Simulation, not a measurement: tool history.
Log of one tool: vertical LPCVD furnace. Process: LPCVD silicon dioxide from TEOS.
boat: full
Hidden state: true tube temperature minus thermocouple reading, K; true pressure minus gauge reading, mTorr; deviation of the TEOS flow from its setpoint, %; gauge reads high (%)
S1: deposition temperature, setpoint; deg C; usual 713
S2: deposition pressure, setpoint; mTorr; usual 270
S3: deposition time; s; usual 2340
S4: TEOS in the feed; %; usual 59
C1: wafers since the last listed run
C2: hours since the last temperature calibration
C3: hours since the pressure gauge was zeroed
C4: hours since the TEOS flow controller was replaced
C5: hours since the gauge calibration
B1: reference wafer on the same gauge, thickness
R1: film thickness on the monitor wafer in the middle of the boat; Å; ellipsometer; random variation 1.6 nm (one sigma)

{"run": 1, "hour": 0.0, "S1": 713, "S2": 270, "S3": 2340, "S4": 59, "C1": 0, "C2": 2285.4, "C3": 2553.3, "C4": 4034.1, "C5": 599, "B1": 315.02, "R1": 3220.6}
{"run": 2, "hour": 24.9, "S1": 713, "S2": 270, "S3": 2340, "S4": 59, "C1": 203, "C2": 2310.3, "C3": 2578.2, "C4": 4059, "C5": 623.9, "B1": 314.57, "R1": 3278.6}
{"run": 3, "hour": 70.7, "S1": 713, "S2": 270, "S3": 2340, "S4": 59, "C1": 373, "C2": 2356.1, "C3": 2624, "C4": 4104.8, "C5": 669.7, "B1": 314.96, "R1": 3275.1}
{"run": 4, "hour": 116.7, "S1": 713, "S2": 270, "S3": 2580, "S4": 59, "C1": 375, "C2": 2402.1, "C3": 2670, "C4": 4150.8, "C5": 715.7, "B1": 314.46, "R1": 3607.3}
{"run": 5, "hour": 141.2, "S1": 713, "S2": 270, "S3": 2580, "S4": 59, "C1": 199, "C2": 2426.6, "C3": 2694.5, "C4": 4175.3, "C5": 740.2, "B1": 314.89, "R1": 3630.4}
{"run": 6, "hour": 177.4, "S1": 713, "S2": 270, "S3": 2580, "S4": 59, "C1": 295, "C2": 2462.8, "C3": 2730.7, "C4": 4211.5, "C5": 776.4, "B1": 315.18, "R1": 3602}
{"run": 7, "hour": 229.6, "S1": 713, "S2": 270, "S3": 2340, "S4": 59, "C1": 425, "C2": 2515, "C3": 2782.9, "C4": 4263.7, "C5": 828.6, "B1": 314.05, "R1": 3251.8}
{"run": 8, "hour": 261.3, "S1": 713, "S2": 270, "S3": 2340, "S4": 59, "C1": 258, "C2": 2546.7, "C3": 2814.6, "C4": 4295.4, "C5": 860.3, "B1": 315.2, "R1": 3244.9}
{"run": 9, "hour": 315.1, "S1": 719, "S2": 270, "S3": 2340, "S4": 59, "C1": 438, "C2": 2600.5, "C3": 2868.4, "C4": 4349.2, "C5": 914.1, "B1": 315.76, "R1": 3763.8}
{"hour": 371.3, "done": "TEOS flow controller replaced"}
{"run": 10, "hour": 376.6, "S1": 719, "S2": 270, "S3": 2340, "S4": 59, "C1": 305, "C2": 2662, "C3": 2929.9, "C4": 5.3, "C5": 975.6, "B1": 314.93, "R1": 3767.4}
{"run": 11, "hour": 437.1, "S1": 713, "S2": 270, "S3": 1770, "S4": 59, "C1": 493, "C2": 2722.5, "C3": 2990.4, "C4": 65.8, "C5": 1036.1, "B1": 315.14, "R1": 2491.9}
{"hour": 476.2, "done": "pressure gauge zeroed"}
{"hour": 516.6, "done": "gauge calibrated"}
{"run": 12, "hour": 520.2, "S1": 706, "S2": 220, "S3": 1590, "S4": 70, "C1": 482, "C2": 2805.6, "C3": 44, "C4": 148.9, "C5": 3.6, "B1": 314.87, "R1": 1880.8}
{"run": 13, "hour": 591.2, "S1": 713, "S2": 270, "S3": 2340, "S4": 59, "C1": 579, "C2": 2876.6, "C3": 115, "C4": 219.9, "C5": 74.6, "B1": 315.39, "R1": 3327.8}
{"run": 14, "hour": 646.4, "S1": 713, "S2": 270, "S3": 3210, "S4": 59, "C1": 450, "C2": 2931.8, "C3": 170.2, "C4": 275.1, "C5": 129.8, "B1": 315.57, "R1": 4563.9}
{"run": 15, "hour": 706.2, "S1": 723, "S2": 235, "S3": 3090, "S4": 56, "C1": 487, "C2": 2991.6, "C3": 230, "C4": 334.9, "C5": 189.6, "B1": 314.32, "R1": 5005.8}
{"hour": 736.2, "done": "thermocouples replaced and temperature profile calibrated"}
{"run": 16, "hour": 736.7, "S1": 713, "S2": 270, "S3": 2340, "S4": 52, "C1": 53, "C2": 0.5, "C3": 260.5, "C4": 365.4, "C5": 220.1, "B1": 316.12, "R1": 2853.6}
{"run": 17, "hour": 798.8, "S1": 723, "S2": 270, "S3": 2340, "S4": 50, "C1": 506, "C2": 62.6, "C3": 322.6, "C4": 427.5, "C5": 282.2, "B1": 315.22, "R1": 3538}
{"run": 18, "hour": 857.9, "S1": 713, "S2": 205, "S3": 1830, "S4": 59, "C1": 482, "C2": 121.7, "C3": 381.7, "C4": 486.6, "C5": 341.3, "B1": 315.13, "R1": 2074.8}
{"run": 19, "hour": 882.5, "S1": 713, "S2": 270, "S3": 3210, "S4": 59, "C1": 200, "C2": 146.3, "C3": 406.3, "C4": 511.2, "C5": 365.9, "B1": 315.17, "R1": 4177.5}
{"run": 20, "hour": 1094.8, "S1": 701, "S2": 270, "S3": 2340, "S4": 59, "C1": 1732, "C2": 358.6, "C3": 618.6, "C4": 723.5, "C5": 578.2, "B1": 314.97, "R1": 2324.4}
{"run": 21, "hour": 1127.9, "S1": 701, "S2": 270, "S3": 2340, "S4": 59, "C1": 270, "C2": 391.7, "C3": 651.7, "C4": 756.6, "C5": 611.3, "B1": 315.11, "R1": 2345.9}

What the log doesn't show, run by run:
true pressure minus gauge reading, mTorr: 0 in every run
deviation of the TEOS flow from its setpoint, %: 0 in every run
gauge reads high (%): 0 in every run
H1: true tube temperature minus thermocouple reading, K
run=1 H1=2.87
run=2 H1=2.9
run=3 H1=2.95
run=4 H1=3.01
run=5 H1=3.03
run=6 H1=3.08
run=7 H1=3.14
run=8 H1=3.18
run=9 H1=3.24
run=10 H1=3.31
run=11 H1=3.38
run=12 H1=3.48
run=13 H1=3.57
run=14 H1=3.63
run=15 H1=3.7
run=16 H1=0.0656
run=17 H1=0.139
run=18 H1=0.209
run=19 H1=0.238
run=20 H1=0.488
run=21 H1=0.527
